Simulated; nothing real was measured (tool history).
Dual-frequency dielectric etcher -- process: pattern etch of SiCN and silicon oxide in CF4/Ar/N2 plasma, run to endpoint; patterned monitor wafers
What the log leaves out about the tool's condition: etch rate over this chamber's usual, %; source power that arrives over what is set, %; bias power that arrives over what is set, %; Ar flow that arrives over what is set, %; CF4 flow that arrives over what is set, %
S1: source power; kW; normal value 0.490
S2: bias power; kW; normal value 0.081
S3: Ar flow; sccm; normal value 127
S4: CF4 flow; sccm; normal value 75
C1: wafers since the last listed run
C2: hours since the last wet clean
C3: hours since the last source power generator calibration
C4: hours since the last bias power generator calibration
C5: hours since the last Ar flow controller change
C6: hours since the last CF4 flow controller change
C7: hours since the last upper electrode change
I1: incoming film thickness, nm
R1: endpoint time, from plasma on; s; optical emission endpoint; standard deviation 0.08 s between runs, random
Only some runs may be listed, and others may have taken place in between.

run 1 hour=0.0 | S1=0.490 S2=0.069 S3=127 S4=75 | C1=0 C2=204.7 C3=1311.0 C4=2062.2 C5=3095.8 C6=3202.2 C7=2060.2 | I1=14.79 | R1=16.3
run 2 hour=23.4 | S1=0.490 S2=0.069 S3=127 S4=75 | C1=279 C2=228.1 C3=1334.4 C4=2085.6 C5=3119.2 C6=3225.6 C7=2083.6 | I1=14.78 | R1=16.3
run 3 hour=99.1 | S1=0.490 S2=0.069 S3=127 S4=75 | C1=904 C2=303.8 C3=1410.1 C4=2161.3 C5=3194.9 C6=3301.3 C7=2159.3 | I1=14.56 | R1=15.9
run 4 hour=124.0 | S1=0.490 S2=0.081 S3=127 S4=83 | C1=297 C2=328.7 C3=1435.0 C4=2186.2 C5=3219.8 C6=3326.2 C7=2184.2 | I1=14.87 | R1=14.9
run 5 hour=136.0 | S1=0.490 S2=0.081 S3=127 S4=83 | C1=143 C2=340.7 C3=1447.0 C4=2198.2 C5=3231.8 C6=3338.2 C7=2196.2 | I1=14.68 | R1=14.8
run 6 hour=155.5 | S1=0.490 S2=0.081 S3=127 S4=83 | C1=233 C2=360.2 C3=1466.5 C4=2217.7 C5=3251.3 C6=3357.7 C7=2215.7 | I1=14.86 | R1=14.9
-- hour=220.8 wet clean of the chamber
run 7 hour=222.7 | S1=0.490 S2=0.081 S3=127 S4=75 | C1=516 C2=1.9 C3=1533.7 C4=2284.9 C5=3318.5 C6=3424.9 C7=2282.9 | I1=14.79 | R1=16.2
run 8 hour=250.2 | S1=0.490 S2=0.081 S3=127 S4=75 | C1=328 C2=29.4 C3=1561.2 C4=2312.4 C5=3346.0 C6=3452.4 C7=2310.4 | I1=14.77 | R1=15.9
run 9 hour=276.2 | S1=0.490 S2=0.081 S3=127 S4=75 | C1=310 C2=55.4 C3=1587.2 C4=2338.4 C5=3372.0 C6=3478.4 C7=2336.4 | I1=14.71 | R1=15.7
-- hour=289.1 Ar flow controller replaced
-- hour=297.6 CF4 flow controller replaced
run 10 hour=298.1 | S1=0.490 S2=0.081 S3=148 S4=75 | C1=118 C2=77.3 C3=1609.1 C4=2360.3 C5=9.0 C6=0.5 C7=2358.3 | I1=14.73 | R1=16.2
-- hour=319.6 bias power generator calibrated
run 11 hour=321.0 | S1=0.490 S2=0.081 S3=104 S4=85 | C1=225 C2=100.2 C3=1632.0 C4=1.4 C5=31.9 C6=23.4 C7=2381.2 | I1=14.87 | R1=15.1
run 12 hour=347.4 | S1=0.530 S2=0.086 S3=127 S4=88 | C1=315 C2=126.6 C3=1658.4 C4=27.8 C5=58.3 C6=49.8 C7=2407.6 | I1=14.87 | R1=13.7
run 13 hour=374.0 | S1=0.560 S2=0.100 S3=116 S4=62 | C1=317 C2=153.2 C3=1685.0 C4=54.4 C5=84.9 C6=76.4 C7=2434.2 | I1=14.67 | R1=13.1
-- hour=407.2 upper electrode replaced
run 14 hour=407.7 | S1=0.410 S2=0.081 S3=127 S4=83 | C1=115 C2=186.9 C3=1718.7 C4=88.1 C5=118.6 C6=110.1 C7=0.5 | I1=14.77 | R1=18.7
run 15 hour=433.4 | S1=0.490 S2=0.081 S3=127 S4=75 | C1=307 C2=212.6 C3=1744.4 C4=113.8 C5=144.3 C6=135.8 C7=26.2 | I1=14.80 | R1=15.5
run 16 hour=461.3 | S1=0.490 S2=0.081 S3=127 S4=75 | C1=333 C2=240.5 C3=1772.3 C4=141.7 C5=172.2 C6=163.7 C7=54.1 | I1=14.84 | R1=15.7
-- hour=467.1 source power generator calibrated
run 17 hour=487.8 | S1=0.490 S2=0.081 S3=127 S4=75 | C1=268 C2=267.0 C3=20.7 C4=168.2 C5=198.7 C6=190.2 C7=80.6 | I1=14.76 | R1=15.6
run 18 hour=500.1 | S1=0.440 S2=0.081 S3=127 S4=75 | C1=146 C2=279.3 C3=33.0 C4=180.5 C5=211.0 C6=202.5 C7=92.9 | I1=14.73 | R1=17.3
run 19 hour=533.4 | S1=0.440 S2=0.081 S3=127 S4=85 | C1=397 C2=312.6 C3=66.3 C4=213.8 C5=244.3 C6=235.8 C7=126.2 | I1=14.82 | R1=17.1
run 20 hour=569.0 | S1=0.610 S2=0.081 S3=127 S4=75 | C1=425 C2=348.2 C3=101.9 C4=249.4 C5=279.9 C6=271.4 C7=161.8 | I1=14.85 | R1=12.1
run 21 hour=584.5 | S1=0.490 S2=0.062 S3=127 S4=75 | C1=185 C2=363.7 C3=117.4 C4=264.9 C5=295.4 C6=286.9 C7=177.3 | I1=14.85 | R1=16.7
run 22 hour=618.4 | S1=0.490 S2=0.081 S3=127 S4=75 | C1=405 C2=397.6 C3=151.3 C4=298.8 C5=329.3 C6=320.8 C7=211.2 | I1=14.78 | R1=15.4

The logged runs with the hidden state left out (each run's random variation unchanged):
run=1 R1=16.7
run=2 R1=16.8
run=3 R1=16.5
run=4 R1=15.5
run=5 R1=15.4
run=6 R1=15.5
run=7 R1=16.1
run=8 R1=15.9
run=9 R1=15.7
run=10 R1=16.2
run=11 R1=15.1
run=12 R1=13.8
run=13 R1=13.2
run=14 R1=19.0
run=15 R1=15.7
run=16 R1=16.0
run=17 R1=16.0
run=18 R1=17.7
run=19 R1=17.6
run=20 R1=12.5
run=21 R1=17.2
run=22 R1=15.9

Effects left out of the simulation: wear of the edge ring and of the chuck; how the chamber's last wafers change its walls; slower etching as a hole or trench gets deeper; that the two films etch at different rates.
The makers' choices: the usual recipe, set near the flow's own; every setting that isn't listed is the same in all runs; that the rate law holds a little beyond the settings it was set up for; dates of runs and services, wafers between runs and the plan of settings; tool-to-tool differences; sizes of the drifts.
